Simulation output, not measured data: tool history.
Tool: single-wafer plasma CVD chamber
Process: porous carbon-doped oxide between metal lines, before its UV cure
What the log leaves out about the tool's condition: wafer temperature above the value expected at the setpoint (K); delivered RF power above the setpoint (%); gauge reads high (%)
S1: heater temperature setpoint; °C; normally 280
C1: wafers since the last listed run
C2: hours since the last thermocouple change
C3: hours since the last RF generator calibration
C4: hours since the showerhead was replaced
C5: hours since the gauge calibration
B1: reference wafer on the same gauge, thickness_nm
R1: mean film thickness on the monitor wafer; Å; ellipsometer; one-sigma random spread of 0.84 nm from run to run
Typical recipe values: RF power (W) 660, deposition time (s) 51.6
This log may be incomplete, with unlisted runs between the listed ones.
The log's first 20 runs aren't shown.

{"hour": 522.2, "done": "gauge calibrated"}
{"run": 21, "hour": 562.2, "S1": 280, "RF power (W)": 660, "deposition time (s)": 51.6, "C1": 646, "C2": 351.3, "C3": 66.5, "C4": 304.9, "C5": 40.0, "B1": 398.311, "R1": 3835.98}
{"run": 22, "hour": 596.8, "S1": 280, "RF power (W)": 660, "deposition time (s)": 60.2, "C1": 556, "C2": 385.9, "C3": 101.1, "C4": 339.5, "C5": 74.6, "B1": 398.256, "R1": 4447.24}
{"run": 23, "hour": 616.9, "S1": 291, "RF power (W)": 660, "deposition time (s)": 42.8, "C1": 323, "C2": 406.0, "C3": 121.2, "C4": 359.6, "C5": 94.7, "B1": 398.02, "R1": 3005.92}
{"run": 24, "hour": 643.8, "S1": 292, "RF power (W)": 755, "deposition time (s)": 51.6, "C1": 432, "C2": 432.9, "C3": 148.1, "C4": 386.5, "C5": 121.6, "B1": 398.069, "R1": 3929.06}
{"run": 25, "hour": 667.7, "S1": 267, "RF power (W)": 740, "deposition time (s)": 57.5, "C1": 384, "C2": 456.8, "C3": 172.0, "C4": 410.4, "C5": 145.5, "B1": 398.106, "R1": 4962.87}
{"run": 26, "hour": 683.5, "S1": 286, "RF power (W)": 595, "deposition time (s)": 51.6, "C1": 254, "C2": 472.6, "C3": 187.8, "C4": 426.2, "C5": 161.3, "B1": 397.87, "R1": 3461.3}
{"run": 27, "hour": 697.7, "S1": 280, "RF power (W)": 660, "deposition time (s)": 51.6, "C1": 228, "C2": 486.8, "C3": 202.0, "C4": 440.4, "C5": 175.5, "B1": 397.825, "R1": 3841.05}
{"run": 28, "hour": 712.6, "S1": 293, "RF power (W)": 695, "deposition time (s)": 47.5, "C1": 239, "C2": 501.7, "C3": 216.9, "C4": 455.3, "C5": 190.4, "B1": 398.054, "R1": 3420.77}
{"run": 29, "hour": 741.9, "S1": 289, "RF power (W)": 695, "deposition time (s)": 60.3, "C1": 471, "C2": 531.0, "C3": 246.2, "C4": 484.6, "C5": 219.7, "B1": 397.468, "R1": 4409.89}
{"run": 30, "hour": 773.1, "S1": 268, "RF power (W)": 660, "deposition time (s)": 51.6, "C1": 501, "C2": 562.2, "C3": 277.4, "C4": 515.8, "C5": 250.9, "B1": 398.134, "R1": 4113.2}
{"run": 31, "hour": 793.2, "S1": 280, "RF power (W)": 745, "deposition time (s)": 61.5, "C1": 323, "C2": 582.3, "C3": 297.5, "C4": 535.9, "C5": 271.0, "B1": 398.392, "R1": 4961.24}
{"run": 32, "hour": 814.8, "S1": 280, "RF power (W)": 660, "deposition time (s)": 51.6, "C1": 347, "C2": 603.9, "C3": 319.1, "C4": 557.5, "C5": 292.6, "B1": 398.015, "R1": 3841.72}
{"run": 33, "hour": 842.2, "S1": 280, "RF power (W)": 660, "deposition time (s)": 56.6, "C1": 440, "C2": 631.3, "C3": 346.5, "C4": 584.9, "C5": 320.0, "B1": 398.532, "R1": 4223.46}
{"run": 34, "hour": 858.6, "S1": 286, "RF power (W)": 540, "deposition time (s)": 51.6, "C1": 263, "C2": 647.7, "C3": 362.9, "C4": 601.3, "C5": 336.4, "B1": 397.991, "R1": 3239.66}
{"run": 35, "hour": 873.1, "S1": 280, "RF power (W)": 660, "deposition time (s)": 51.6, "C1": 233, "C2": 662.2, "C3": 377.4, "C4": 615.8, "C5": 350.9, "B1": 398.4, "R1": 3838.84}

3 ways to go on from here, each from the tool as it stands after run 35. What would each give?
{"run": "A", "hour": 873.5, "S1": 280, "RF power (W)": 660, "deposition time (s)": 51.6, "C1": 6, "C2": 662.6, "C3": 377.8, "C4": 616.2, "C5": 351.3, "B1": "?", "R1": "?"}
{"run": "B", "hour": 873.5, "S1": 269, "RF power (W)": 720, "deposition time (s)": 43.2, "C1": 6, "C2": 662.6, "C3": 377.8, "C4": 616.2, "C5": 351.3, "B1": "?", "R1": "?"}
{"run": "C", "hour": 873.5, "S1": 267, "RF power (W)": 590, "deposition time (s)": 45.9, "C1": 6, "C2": 662.6, "C3": 377.8, "C4": 616.2, "C5": 351.3, "B1": "?", "R1": "?"}

run=A B1=397.871 R1=3853.19
run=B B1=397.871 R1=3661.63
run=C B1=397.871 R1=3426.71
The same runs, with their run-to-run variation unchanged, on a tool lacking any hidden condition would have given:
run=A R1=3781.22
run=B R1=3590.69
run=C R1=3359.88
